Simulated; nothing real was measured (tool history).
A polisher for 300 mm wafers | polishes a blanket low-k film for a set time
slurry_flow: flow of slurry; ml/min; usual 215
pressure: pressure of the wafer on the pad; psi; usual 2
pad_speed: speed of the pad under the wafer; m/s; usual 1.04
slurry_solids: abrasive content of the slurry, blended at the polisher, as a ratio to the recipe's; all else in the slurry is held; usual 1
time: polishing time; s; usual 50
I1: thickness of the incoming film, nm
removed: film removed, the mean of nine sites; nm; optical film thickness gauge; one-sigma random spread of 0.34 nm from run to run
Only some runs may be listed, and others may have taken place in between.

{"run": 1, "day": 0.0, "slurry_flow": 215, "pressure": 2, "pad_speed": 1.04, "slurry_solids": 1, "time": 50, "I1": 399, "removed": 21.3}
{"run": 2, "day": 2.225, "slurry_flow": 215, "pressure": 2, "pad_speed": 1.04, "slurry_solids": 1, "time": 50, "I1": 406.5, "removed": 23.7}
{"run": 3, "day": 3.354, "slurry_flow": 215, "pressure": 1.6, "pad_speed": 1.04, "slurry_solids": 1, "time": 62, "I1": 398.4, "removed": 23.3}
{"run": 4, "day": 4.362, "slurry_flow": 215, "pressure": 1.6, "pad_speed": 1.04, "slurry_solids": 1, "time": 62, "I1": 402.9, "removed": 22.7}
{"run": 5, "day": 6.062, "slurry_flow": 215, "pressure": 1.6, "pad_speed": 1.04, "slurry_solids": 1, "time": 62, "I1": 398.5, "removed": 25.4}
{"run": 6, "day": 8.442, "slurry_flow": 215, "pressure": 2, "pad_speed": 1.04, "slurry_solids": 1, "time": 62, "I1": 399.7, "removed": 28.9}
{"run": 7, "day": 11.042, "slurry_flow": 215, "pressure": 2, "pad_speed": 0.92, "slurry_solids": 1, "time": 50, "I1": 393.6, "removed": 20}
{"run": 8, "day": 13.142, "slurry_flow": 160, "pressure": 1.8, "pad_speed": 1.04, "slurry_solids": 1.15, "time": 50, "I1": 401.8, "removed": 21.3}
{"run": 9, "day": 16.004, "slurry_flow": 170, "pressure": 2, "pad_speed": 0.76, "slurry_solids": 1, "time": 50, "I1": 402.1, "removed": 19.3}
{"run": 10, "day": 22.629, "slurry_flow": 215, "pressure": 2, "pad_speed": 1.04, "slurry_solids": 1, "time": 50, "I1": 398.8, "removed": 23.6}
{"run": 11, "day": 23.958, "slurry_flow": 215, "pressure": 2.7, "pad_speed": 1.24, "slurry_solids": 0.85, "time": 50, "I1": 399.4, "removed": 30.1}
{"run": 12, "day": 26.362, "slurry_flow": 215, "pressure": 2, "pad_speed": 1.04, "slurry_solids": 1.15, "time": 50, "I1": 400.9, "removed": 22.1}
{"run": 13, "day": 28.854, "slurry_flow": 215, "pressure": 2, "pad_speed": 1.04, "slurry_solids": 1, "time": 50, "I1": 404.1, "removed": 22.6}
{"run": 14, "day": 31.588, "slurry_flow": 215, "pressure": 1.5, "pad_speed": 0.7, "slurry_solids": 1, "time": 44, "I1": 407.4, "removed": 12}
{"run": 15, "day": 36.321, "slurry_flow": 260, "pressure": 2, "pad_speed": 1.18, "slurry_solids": 0.75, "time": 38, "I1": 401.9, "removed": 18}

Put back what was entered between runs (12 entries, withheld): which listed runs does each sit between, and how does the hidden state differ from the listed run before to the listed run after?
After run 1, before run 2: conditioning disc replaced and pad reconditioned (day 0.608)
  removal rate lost through wear of the pad, %: 6.31 -> 10.4; time polished since the conditioner stopped cutting, s: 448 -> 49.2
  measured less the result without the state, removed: -5.4 -> -3.3 nm
After run 2, before run 3: slurry blender recalibrated (day 2.808)
  removal rate lost through wear of the pad, %: 10.4 -> 12.5; time polished since the conditioner stopped cutting, s: 49.2 -> 78.2
  measured less the result without the state, removed: -3.3 -> -4 nm
After run 4, before run 5: worn pad replaced by a new one (day 5)
  removal rate lost through wear of the pad, %: 14.3 -> 2.96; time polished since the conditioner stopped cutting, s: 104 -> 148
  measured less the result without the state, removed: -4.8 -> -2.1 nm
After run 7, before run 8: worn pad replaced by a new one (day 11.283)
  removal rate lost through wear of the pad, %: 12.1 -> 4.66; time polished since the conditioner stopped cutting, s: 275 -> 329
  measured less the result without the state, removed: -5.1 -> -3.8 nm
After run 8, before run 9: conditioning disc replaced and pad reconditioned (day 15.812)
  removal rate lost through wear of the pad, %: 4.66 -> 9.92; time polished since the conditioner stopped cutting, s: 329 -> 9.43
  measured less the result without the state, removed: -3.8 -> -2.1 nm
After run 9, before run 10: head pressure recalibrated (day 16.854); slurry nozzle cleaned (day 18.658); worn pad replaced by a new one (day 19.421); slurry blender recalibrated (day 22.612)
  removal rate lost through wear of the pad, %: 9.92 -> 6.39; time polished since the conditioner stopped cutting, s: 9.43 -> 179
  measured less the result without the state, removed: -2.1 -> -3.5 nm
After run 12, before run 13: worn pad replaced by a new one (day 26.908)
  removal rate lost through wear of the pad, %: 13.3 -> 5.27; time polished since the conditioner stopped cutting, s: 275 -> 339
  measured less the result without the state, removed: -6.2 -> -4.5 nm
After run 14, before run 15: conditioning disc replaced and pad reconditioned (day 32.883); worn pad replaced by a new one (day 34.325)
  removal rate lost through wear of the pad, %: 10.3 -> 5.48; time polished since the conditioner stopped cutting, s: 409 -> 116
  measured less the result without the state, removed: -2.7 -> -2.1 nm
